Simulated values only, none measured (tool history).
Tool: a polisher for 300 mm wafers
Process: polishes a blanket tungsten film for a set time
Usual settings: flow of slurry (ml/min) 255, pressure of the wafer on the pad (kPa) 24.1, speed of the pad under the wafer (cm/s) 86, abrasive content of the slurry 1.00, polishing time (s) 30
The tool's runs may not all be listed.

run    day  flow of slurry (ml/min)  pressure of the wafer on the pad (kPa)  speed of the pad under the wafer (cm/s)  abrasive content of the slurry  polishing time (s)  wafers since the last listed run  wafers polished on this pad  hours since the slurry nozzle was cleaned  hours since the head pressure was calibrated  hours since the slurry blender was calibrated  hours since the slurry got fresh peroxide  incoming thickness of the incoming film, nm  film removed (angstrom)
  1  0.000                      185                                    24.1                                       66                            1.00                  30                                 0                            5                                      503.7                                         984.6                                          275.5                                       27.4                                        845.0                      789
  2  1.304                      255                                    24.1                                       86                            1.00                  30                               508                          514                                      535.0                                        1015.9                                          306.8                                       58.7                                        841.6                     1005
  3  1.562                      255                                    24.1                                       86                            1.00                  30                               100                          615                                      541.2                                        1022.1                                          313.0                                       64.9                                        855.9                     1000
  4  2.296                      255                                    24.1                                       86                            1.00                  30                               286                          901                                      558.8                                        1039.7                                          330.6                                       82.5                                        829.3                     1003
  5  3.017                      310                                    24.1                                       86                            1.00                  30                               281                         1182                                      576.1                                        1057.0                                          347.9                                       99.8                                        839.0                     1013
  6  3.304                      310                                    24.1                                       86                            1.00                  30                               112                         1294                                      583.0                                        1063.9                                          354.8                                      106.7                                        832.7                     1021
  7  3.812                      310                                    24.1                                       86                            1.00                  30                               198                         1492                                      595.2                                        1076.1                                          367.0                                      118.9                                        850.3                      995
     4.421  -- worn pad replaced by a new one
     4.429  -- slurry tank refilled with fresh slurry and peroxide
  8  4.450                      255                                    24.1                                       86                            1.00                  30                               180                            8                                      610.5                                        1091.4                                          382.3                                        0.5                                        840.4                     1047
  9  4.692                      310                                    24.1                                       86                            1.00                  30                                94                          102                                      616.3                                        1097.2                                          388.1                                        6.3                                        834.1                     1075
     5.150  -- slurry nozzle cleaned
 10  5.258                      280                                    28.3                                       86                            1.20                  39                               204                          307                                        2.6                                        1110.8                                          401.7                                       19.9                                        843.0                     1605
 11  5.804                      255                                    24.1                                      104                            1.15                  36                               212                          520                                       15.7                                        1123.9                                          414.8                                       33.0                                        838.0                     1486
 12  6.075                      255                                    24.1                                       86                            1.25                  30                               105                          626                                       22.2                                        1130.4                                          421.3                                       39.5                                        838.8                     1063
 13  6.683                      255                                    20.0                                       86                            0.85                  30                               237                          863                                       36.8                                        1145.0                                          435.9                                       54.1                                        840.1                      800
 14  7.021                      255                                    24.1                                       86                            1.15                  39                               131                          995                                       44.9                                        1153.1                                          444.0                                       62.2                                        845.5                     1364
 15  7.592                      205                                    24.1                                       86                            1.00                  35                               222                         1217                                       58.6                                        1166.8                                          457.7                                       75.9                                        849.0                     1106
 16  7.850                      255                                    24.1                                       86                            1.00                  30                               100                         1318                                       64.8                                        1173.0                                          463.9                                       82.1                                        839.3                      991
 17  8.588                      255                                    16.5                                      110                            0.85                  30                               287                         1606                                       82.5                                        1190.7                                          481.6                                       99.8                                        836.7                      832

Forecast run 18:
     8.908  -- slurry blender recalibrated
     9.300  -- worn pad replaced by a new one
 18  9.321                      255                                    24.1                                       86                            1.00                  30                               188                            8                                      100.1                                        1208.3                                            9.9                                      117.4                                        843.9                        ?

film removed (angstrom): 1050
Without the tool's hidden state the same run would have given film removed (angstrom) 1057.

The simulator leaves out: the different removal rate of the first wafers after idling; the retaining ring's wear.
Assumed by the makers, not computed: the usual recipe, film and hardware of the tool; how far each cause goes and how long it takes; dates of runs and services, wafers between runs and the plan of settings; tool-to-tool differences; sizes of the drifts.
